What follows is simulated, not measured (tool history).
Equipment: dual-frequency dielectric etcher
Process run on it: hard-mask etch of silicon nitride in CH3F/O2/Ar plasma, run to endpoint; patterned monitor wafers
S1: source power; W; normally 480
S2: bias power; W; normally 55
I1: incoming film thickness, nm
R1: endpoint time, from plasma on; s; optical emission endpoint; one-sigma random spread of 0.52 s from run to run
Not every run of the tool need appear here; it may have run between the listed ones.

{"run": 1, "hour": 0.0, "S1": 570, "S2": 55, "I1": 50.56, "R1": 70.3}
{"run": 2, "hour": 42.5, "S1": 570, "S2": 55, "I1": 49.64, "R1": 67.5}
{"hour": 111.5, "done": "wet clean of the chamber"}
{"run": 3, "hour": 112.0, "S1": 570, "S2": 55, "I1": 49.76, "R1": 72.3}
{"run": 4, "hour": 153.9, "S1": 480, "S2": 55, "I1": 50.17, "R1": 77.1}
{"run": 5, "hour": 185.9, "S1": 480, "S2": 55, "I1": 49.55, "R1": 76.1}
{"run": 6, "hour": 241.0, "S1": 480, "S2": 55, "I1": 49.63, "R1": 75.0}
{"run": 7, "hour": 279.1, "S1": 480, "S2": 64, "I1": 49.57, "R1": 71.3}
{"hour": 311.3, "done": "source power generator calibrated"}
{"hour": 361.6, "done": "upper electrode replaced"}
{"run": 8, "hour": 362.1, "S1": 480, "S2": 65, "I1": 50.13, "R1": 69.8}
{"run": 9, "hour": 420.2, "S1": 480, "S2": 55, "I1": 49.99, "R1": 74.0}
{"hour": 448.1, "done": "bias power generator calibrated"}
{"hour": 460.5, "done": "wet clean of the chamber"}
{"run": 10, "hour": 485.2, "S1": 550, "S2": 50, "I1": 49.81, "R1": 74.6}
{"run": 11, "hour": 522.0, "S1": 600, "S2": 69, "I1": 49.66, "R1": 63.5}
{"run": 12, "hour": 587.2, "S1": 570, "S2": 50, "I1": 49.69, "R1": 72.4}
{"run": 13, "hour": 613.0, "S1": 550, "S2": 50, "I1": 49.74, "R1": 72.3}
{"run": 14, "hour": 678.8, "S1": 370, "S2": 62, "I1": 50.3, "R1": 80.7}
{"run": 15, "hour": 726.2, "S1": 480, "S2": 55, "I1": 49.79, "R1": 73.8}

Each row is a separate what-if for the run after 15, all from the same tool condition, not one after another. Results?
{"run": "A", "hour": 726.6, "S1": 480, "S2": 55, "I1": 49.37, "R1": "?"}
{"run": "B", "hour": 726.6, "S1": 430, "S2": 55, "I1": 49.37, "R1": "?"}
{"run": "C", "hour": 726.6, "S1": 530, "S2": 49, "I1": 49.37, "R1": "?"}
{"run": "D", "hour": 726.6, "S1": 570, "S2": 48, "I1": 49.37, "R1": "?"}

run=A R1=73.3
run=B R1=76.7
run=C R1=73.2
run=D R1=71.5
With no hidden state in the tool, these same runs would have given:
run=A R1=76.3
run=B R1=79.9
run=C R1=76.2
run=D R1=74.5

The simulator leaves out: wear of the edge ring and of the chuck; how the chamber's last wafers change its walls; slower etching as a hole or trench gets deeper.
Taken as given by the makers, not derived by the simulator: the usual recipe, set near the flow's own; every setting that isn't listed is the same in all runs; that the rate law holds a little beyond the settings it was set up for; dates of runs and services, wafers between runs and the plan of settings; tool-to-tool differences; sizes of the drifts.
